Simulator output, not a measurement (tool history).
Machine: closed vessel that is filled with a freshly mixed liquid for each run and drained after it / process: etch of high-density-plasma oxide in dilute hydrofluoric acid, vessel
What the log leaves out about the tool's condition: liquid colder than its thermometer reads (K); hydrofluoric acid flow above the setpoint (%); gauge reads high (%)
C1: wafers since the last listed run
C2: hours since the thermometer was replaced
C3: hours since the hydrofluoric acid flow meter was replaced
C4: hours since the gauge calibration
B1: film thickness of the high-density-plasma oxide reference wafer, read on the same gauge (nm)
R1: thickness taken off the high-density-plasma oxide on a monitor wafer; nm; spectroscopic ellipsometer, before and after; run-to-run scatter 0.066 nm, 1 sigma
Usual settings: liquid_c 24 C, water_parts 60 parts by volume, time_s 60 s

run 1 hour=0 | liquid_c=22 water_parts=60 time_s=60 | C1=0 C2=1714.2 C3=395.9 C4=1079.4 | B1=49.98 | R1=7.8
-- hour=22.7 gauge calibrated
run 2 hour=70.5 | liquid_c=22 water_parts=60 time_s=60 | C1=6547 C2=1784.7 C3=466.4 C4=47.8 | B1=49.98 | R1=7.68
run 3 hour=117.4 | liquid_c=26.5 water_parts=60 time_s=60 | C1=4356 C2=1831.6 C3=513.3 C4=94.7 | B1=50.02 | R1=9.3
run 4 hour=195.8 | liquid_c=21 water_parts=45 time_s=60 | C1=7281 C2=1910 C3=591.7 C4=173.1 | B1=50.03 | R1=10.02
-- hour=240.8 hydrofluoric acid flow meter replaced
run 5 hour=291.3 | liquid_c=21 water_parts=45 time_s=60 | C1=8777 C2=2005.5 C3=50.5 C4=268.6 | B1=49.97 | R1=9.71
run 6 hour=337.1 | liquid_c=24 water_parts=60 time_s=60 | C1=4253 C2=2051.3 C3=96.3 C4=314.4 | B1=50.02 | R1=8.17
run 7 hour=427.9 | liquid_c=24 water_parts=60 time_s=60 | C1=8433 C2=2142.1 C3=187.1 C4=405.2 | B1=50.01 | R1=8.19
run 8 hour=507.2 | liquid_c=24 water_parts=60 time_s=60 | C1=7365 C2=2221.4 C3=266.4 C4=484.5 | B1=50.02 | R1=8.1
run 9 hour=569.9 | liquid_c=24 water_parts=60 time_s=60 | C1=5823 C2=2284.1 C3=329.1 C4=547.2 | B1=49.97 | R1=8
run 10 hour=740.2 | liquid_c=24 water_parts=60 time_s=60 | C1=15817 C2=2454.4 C3=499.4 C4=717.5 | B1=50.03 | R1=8.14
run 11 hour=826.8 | liquid_c=24 water_parts=60 time_s=80 | C1=8043 C2=2541 C3=586 C4=804.1 | B1=49.93 | R1=11.02
run 12 hour=932 | liquid_c=20 water_parts=60 time_s=90 | C1=9770 C2=2646.2 C3=691.2 C4=909.3 | B1=50.02 | R1=10.34
-- hour=995 hydrofluoric acid flow meter replaced
run 13 hour=1008.2 | liquid_c=27 water_parts=35 time_s=40 | C1=6984 C2=2722.4 C3=13.2 C4=985.5 | B1=49.99 | R1=10.47
-- hour=1013.7 gauge calibrated
-- hour=1021.1 thermometer replaced
run 14 hour=1056 | liquid_c=26.5 water_parts=80 time_s=45 | C1=4346 C2=34.9 C3=61 C4=42.3 | B1=50 | R1=5.31
run 15 hour=1157.2 | liquid_c=25.5 water_parts=40 time_s=60 | C1=9399 C2=136.1 C3=162.2 C4=143.5 | B1=49.96 | R1=14.23
run 16 hour=1200.1 | liquid_c=28 water_parts=85 time_s=60 | C1=3984 C2=179 C3=205.1 C4=186.4 | B1=50.03 | R1=7
run 17 hour=1251.3 | liquid_c=24 water_parts=75 time_s=70 | C1=4755 C2=230.2 C3=256.3 C4=237.6 | B1=50.01 | R1=8
run 18 hour=1325.3 | liquid_c=24 water_parts=60 time_s=75 | C1=6873 C2=304.2 C3=330.3 C4=311.6 | B1=49.99 | R1=11.08
run 19 hour=1399.6 | liquid_c=24 water_parts=60 time_s=60 | C1=6900 C2=378.5 C3=404.6 C4=385.9 | B1=49.94 | R1=8.81

Branching from run 19: 5 alternative next runs. What would each branch give?
run A hour=1400.3 | liquid_c=24 water_parts=60 time_s=35 | C1=65 C2=379.2 C3=405.3 C4=386.6 | B1=? | R1=?
run B hour=1400.3 | liquid_c=27 water_parts=80 time_s=60 | C1=65 C2=379.2 C3=405.3 C4=386.6 | B1=? | R1=?
run C hour=1400.3 | liquid_c=28.5 water_parts=45 time_s=45 | C1=65 C2=379.2 C3=405.3 C4=386.6 | B1=? | R1=?
run D hour=1400.3 | liquid_c=24 water_parts=80 time_s=60 | C1=65 C2=379.2 C3=405.3 C4=386.6 | B1=? | R1=?
run E hour=1400.3 | liquid_c=19.5 water_parts=85 time_s=85 | C1=65 C2=379.2 C3=405.3 C4=386.6 | B1=? | R1=?

run=A B1=50.04 R1=5.12
run=B B1=50.04 R1=7.24
run=C B1=50.04 R1=10.75
run=D B1=50.04 R1=6.42
run=E B1=50.04 R1=7.08
Take away the tool's hidden state, keep each run's random variation, and the runs would have read:
run=A R1=5.06
run=B R1=7.15
run=C R1=10.63
run=D R1=6.34
run=E R1=6.99
